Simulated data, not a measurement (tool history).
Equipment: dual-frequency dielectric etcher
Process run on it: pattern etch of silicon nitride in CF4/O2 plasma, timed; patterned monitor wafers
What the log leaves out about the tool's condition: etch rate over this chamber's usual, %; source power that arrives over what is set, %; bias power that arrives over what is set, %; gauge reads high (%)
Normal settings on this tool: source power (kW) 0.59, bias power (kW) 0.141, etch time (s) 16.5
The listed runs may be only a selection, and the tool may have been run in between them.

run     day  source power (kW)  bias power (kW)  etch time (s)  wafers since the last listed run  hours since the last wet clean  hours since the last source power generator calibration  hours since the last bias power generator calibration  hours since the last upper electrode change  hours since the gauge calibration  read-back reference wafer on the same gauge, depth_nm  mean etch depth across the wafer (angstrom)
  1       0               0.59             0.13           16.5                                 0                           397.7                                                   3016.1                                                   3575                                       1762.1                             1735.8                                                   33.6                                        301.2
  2   2.496               0.59             0.13           16.5                               542                           457.6                                                     3076                                                 3634.9                                         1822                             1795.7                                                  33.55                                        299.7
  3   6.967               0.59            0.141           16.5                               970                           564.9                                                   3183.3                                                 3742.2                                       1929.3                               1903                                                  33.68                                        301.8
  4     9.7               0.59            0.141           16.5                               593                           630.5                                                   3248.9                                                 3807.8                                       1994.9                             1968.6                                                  33.62                                        307.4
     12.325  -- wet clean of the chamber
     13.212  -- upper electrode replaced
  5  13.233               0.59            0.141           16.5                               357                            21.8                                                   3333.7                                                 3892.6                                          0.5                             2053.4                                                  33.58                                          305
  6  16.275               0.59            0.141           16.5                               660                            94.8                                                   3406.7                                                 3965.6                                         73.5                             2126.4                                                   33.6                                        303.9
  7  20.688                0.5            0.114             20                               958                           200.7                                                   3512.6                                                 4071.5                                        179.4                             2232.3                                                  33.57                                        309.3
  8  24.017               0.59             0.17             13                               723                           280.6                                                   3592.5                                                 4151.4                                        259.3                             2312.2                                                   33.6                                        250.5
  9  28.625               0.53            0.152           11.5                              1000                           391.2                                                   3703.1                                                   4262                                        369.9                             2422.8                                                  33.65                                        199.7
     31.096  -- gauge calibrated
 10  32.571               0.59            0.141           16.5                               856                           485.9                                                   3797.8                                                 4356.7                                        464.6                               35.4                                                  33.58                                        303.5
 11  34.442               0.73            0.158           20.5                               406                           530.8                                                   3842.7                                                 4401.6                                        509.5                               80.3                                                  33.55                                        464.9
 12  38.808                0.5            0.124             14                               948                           635.6                                                   3947.5                                                 4506.4                                        614.3                              185.1                                                  33.53                                        219.8
 13   42.55               0.59            0.114           16.5                               812                           725.4                                                   4037.3                                                 4596.2                                        704.1                              274.9                                                  33.59                                        289.2
     43.929  -- wet clean of the chamber
 14  45.738               0.59            0.174           16.5                               475                            43.4                                                   4113.8                                                 4672.7                                        780.6                              351.4                                                  33.54                                        321.2
 15  55.321               0.59            0.141           16.5                              2081                           273.4                                                   4343.8                                                 4902.7                                       1010.6                              581.4                                                  33.58                                        306.3
     57.808  -- bias power generator calibrated
 16  59.175               0.59            0.141           16.5                               800                           365.9                                                   4436.3                                                   32.8                                       1103.1                              673.9                                                  33.62                                        309.1
 17  62.838               0.73            0.162             20                               795                           453.8                                                   4524.2                                                  120.7                                         1191                              761.8                                                  33.58                                        452.6
     63.379  -- source power generator calibrated
 18  65.738               0.59            0.141           16.5                               593                           523.4                                                     56.6                                                  190.3                                       1260.6                              831.4                                                  33.53                                        315.3
     69.075  -- wet clean of the chamber
 19  69.096               0.64            0.155           20.5                               512                             0.5                                                    137.2                                                  270.9                                       1341.2                                912                                                  33.58                                          428
 20  71.967               0.68            0.156             19                               623                            69.4                                                    206.1                                                  339.8                                       1410.1                              980.9                                                   33.6                                        415.9
 21  74.629               0.59            0.141           16.5                               578                           133.3                                                      270                                                  403.7                                         1474                             1044.8                                                  33.55                                        315.8
 22  77.962               0.51            0.141           16.5                               723                           213.3                                                      350                                                  483.7                                         1554                             1124.8                                                  33.59                                        282.4
 23  81.733               0.59            0.141           16.5                               818                           303.8                                                    440.5                                                  574.2                                       1644.5                             1215.3                                                  33.61                                        314.1
 24  83.608               0.52            0.141           12.5                               407                           348.8                                                    485.5                                                  619.2                                       1689.5                             1260.3                                                  33.61                                        215.1

The next listed run, before its measurement:
 25  85.638               0.53            0.155           11.5                               440                           397.5                                                    534.2                                                  667.9                                       1738.2                               1309                                                      ?                                            ?

read-back reference wafer on the same gauge, depth_nm: 33.62
mean etch depth across the wafer (angstrom): 205
Minus the tool's unlogged condition, the same run would have read mean etch depth across the wafer (angstrom) 208.2.
